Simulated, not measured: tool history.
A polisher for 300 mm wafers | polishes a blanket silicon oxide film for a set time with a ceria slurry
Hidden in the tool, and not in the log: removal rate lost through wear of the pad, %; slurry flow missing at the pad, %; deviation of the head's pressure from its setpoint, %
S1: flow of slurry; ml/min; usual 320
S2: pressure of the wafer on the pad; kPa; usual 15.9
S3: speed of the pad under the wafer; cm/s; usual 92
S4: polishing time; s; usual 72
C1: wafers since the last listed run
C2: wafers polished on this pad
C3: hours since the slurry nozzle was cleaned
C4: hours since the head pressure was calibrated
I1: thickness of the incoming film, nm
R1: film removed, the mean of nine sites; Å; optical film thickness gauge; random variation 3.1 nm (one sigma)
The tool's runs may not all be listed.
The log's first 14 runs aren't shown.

run	day	S1	S2	S3	S4	C1	C2	C3	C4	I1	R1
15	7.533	285	15.9	92	72	81	777	285.6	891.8	1191.3	2501
16	8.058	320	15.9	92	72	109	886	298.2	904.4	1156.9	2510
# day 8.233: worn pad replaced by a new one
17	8.512	320	15.9	76	72	60	57	309.1	915.3	1166.9	2115
18	9.112	320	15.9	84	57	125	183	323.5	929.7	1161.3	1847
19	9.421	320	15.9	92	50	64	247	330.9	937.1	1182.6	1748
20	9.879	320	15.9	92	93	95	343	341.9	948.1	1156	3298
21	10.175	365	17.2	116	48	61	405	349	955.2	1172.5	2307
22	10.9	410	13.8	74	60	151	556	366.4	972.6	1184.4	1509
23	11.154	320	15.9	92	72	53	609	372.5	978.7	1176.1	2513
24	11.571	385	13.1	106	88	87	697	382.5	988.7	1148.9	2965
# day 11.8: worn pad replaced by a new one
# day 11.8: head pressure recalibrated
25	12.112	320	17.2	74	72	77	64	395.5	7.5	1170.6	2252
26	12.838	320	17.9	92	72	151	216	412.9	24.9	1174.7	2872
# day 13.346: slurry nozzle cleaned
27	13.446	320	15.9	92	50	118	334	2.4	39.5	1170.3	1708
28	13.892	320	15.9	92	72	93	428	13.1	50.2	1187.6	2519
29	14.55	320	15.9	92	72	137	565	28.9	66	1163.5	2525
30	14.933	320	15.9	92	72	80	645	38.1	75.2	1163.7	2525
31	15.504	320	15.9	92	89	119	764	51.8	88.9	1165.2	3040
# day 15.938: worn pad replaced by a new one
32	16.042	320	15.9	92	72	77	21	64.7	101.8	1185.2	2530
33	16.708	320	17.9	70	72	139	160	80.7	117.8	1173.4	2186
34	17.379	320	15.9	92	94	140	300	96.8	133.9	1176.1	3281
35	17.638	380	17.2	92	53	53	354	103	140.1	1175.6	2016
36	18.05	390	15.9	92	72	86	440	112.9	150	1176.9	2566

Forecast each of these 5 alternatives for the next run:
A	18.067	320	19.3	92	72	3	444	113.3	150.4	1193.7	?
B	18.067	320	11	92	72	3	444	113.3	150.4	1193.7	?
C	18.067	320	15.9	92	56	3	444	113.3	150.4	1193.7	?
D	18.067	320	20.7	92	72	3	444	113.3	150.4	1193.7	?
E	18.067	320	15.9	92	54	3	444	113.3	150.4	1193.7	?

run	R1
A	3111
B	1778
C	1988
D	3333
E	1917
Without the tool's hidden state the same runs would have given:
run	R1
A	3111
B	1778
C	1988
D	3333
E	1917
